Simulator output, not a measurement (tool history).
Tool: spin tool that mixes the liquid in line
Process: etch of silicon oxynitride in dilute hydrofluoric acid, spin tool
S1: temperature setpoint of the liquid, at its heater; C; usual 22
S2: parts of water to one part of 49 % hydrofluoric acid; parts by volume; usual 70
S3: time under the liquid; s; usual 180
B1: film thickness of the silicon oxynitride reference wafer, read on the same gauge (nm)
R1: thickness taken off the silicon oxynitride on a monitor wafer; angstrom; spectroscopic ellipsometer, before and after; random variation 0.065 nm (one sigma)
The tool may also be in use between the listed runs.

Run 1, hour 0: usual settings but S3 150 s; B1 109.99. Result: R1 52.6 angstrom.
Run 2, hour 10.9: usual settings but S3 205 s; B1 110. Result: R1 72.4 angstrom.
Run 3, hour 27.6: usual settings but S2 45 parts by volume, S3 235 s; B1 110. Result: R1 130 angstrom.
Run 4, hour 45.2: usual settings but S2 45 parts by volume, S3 235 s; B1 110.01. Result: R1 129 angstrom.
Run 5, hour 59.9: usual settings but S2 100 parts by volume; B1 110.01. Result: R1 41.9 angstrom.
Run 6, hour 67.2: usual settings but S2 100 parts by volume; B1 110.01. Result: R1 42.2 angstrom.
Run 7, hour 83.6: usual settings but S2 100 parts by volume; B1 110.01. Result: R1 43.1 angstrom.
Run 8, hour 96.2: usual settings; B1 110.01. Result: R1 62.2 angstrom.
Run 9, hour 113.7: usual settings; B1 109.98. Result: R1 62.5 angstrom.
Run 10, hour 131.4: usual settings; B1 110. Result: R1 57.5 angstrom.
Run 11, hour 145.2: usual settings; B1 110.02. Result: R1 58.1 angstrom.
Run 12, hour 158.5: usual settings; B1 110.02. Result: R1 57.8 angstrom.
Run 13, hour 169.6: usual settings but S1 20.5 C, S2 35 parts by volume, S3 150 s; B1 110.01. Result: R1 92.1 angstrom.
Run 14, hour 186.3: usual settings but S2 45 parts by volume, S3 235 s; B1 109.99. Result: R1 118.5 angstrom.
Run 15, hour 202.8: usual settings but S2 45 parts by volume; B1 110.03. Result: R1 108.2 angstrom.
Run 16, hour 211.3: usual settings but S3 205 s; B1 110. Result: R1 77 angstrom.
Run 17, hour 226.6: usual settings; B1 110. Result: R1 68.2 angstrom.
Run 18, hour 244.3: usual settings but S2 95 parts by volume, S3 100 s; B1 110.01. Result: R1 27.6 angstrom.
Run 19, hour 255.7: usual settings but S2 55 parts by volume; B1 109.99. Result: R1 88.2 angstrom.
Run 20, hour 263.3: usual settings; B1 110.01. Result: R1 68.8 angstrom.
Run 21, hour 305.8: usual settings but S1 24.5 C, S2 100 parts by volume, S3 85 s; B1 110.01. Result: R1 24.5 angstrom.
Run 22, hour 323.2: usual settings but S1 24 C, S2 80 parts by volume; B1 110. Result: R1 65.4 angstrom.
Run 23, hour 334.3: usual settings; B1 109.99. Result: R1 68.1 angstrom.
Run 24, hour 341: usual settings but S1 24 C, S2 45 parts by volume, S3 285 s; B1 110.02. Result: R1 187.4 angstrom.

Taken out of this log: 4 entries between the listed runs. Where each belongs, and how the hidden state differs across it:
Between runs 9 and 10: hydrofluoric acid flow meter replaced (hour 124.2)
  hydrofluoric acid flow below the setpoint (%): 8.92 -> 15
  measured less the result without the state, R1: -6.5 -> -10.7 angstrom
Between runs 11 and 12: thermometer replaced (hour 156.7)
  hydrofluoric acid flow below the setpoint (%): 15.1 -> 15.2
  measured less the result without the state, R1: -11 -> -11 angstrom
Between runs 14 and 15: hydrofluoric acid flow meter replaced, repeated, since the last time left the tool worse (hour 199.2)
  hydrofluoric acid flow below the setpoint (%): 15.5 -> 0.208
  measured less the result without the state, R1: -22.6 -> -0.2 angstrom
Between runs 17 and 18: gauge calibrated (hour 237.1)
  hydrofluoric acid flow below the setpoint (%): 0.437 -> 0.607
  measured less the result without the state, R1: -0.3 -> -0.2 angstrom

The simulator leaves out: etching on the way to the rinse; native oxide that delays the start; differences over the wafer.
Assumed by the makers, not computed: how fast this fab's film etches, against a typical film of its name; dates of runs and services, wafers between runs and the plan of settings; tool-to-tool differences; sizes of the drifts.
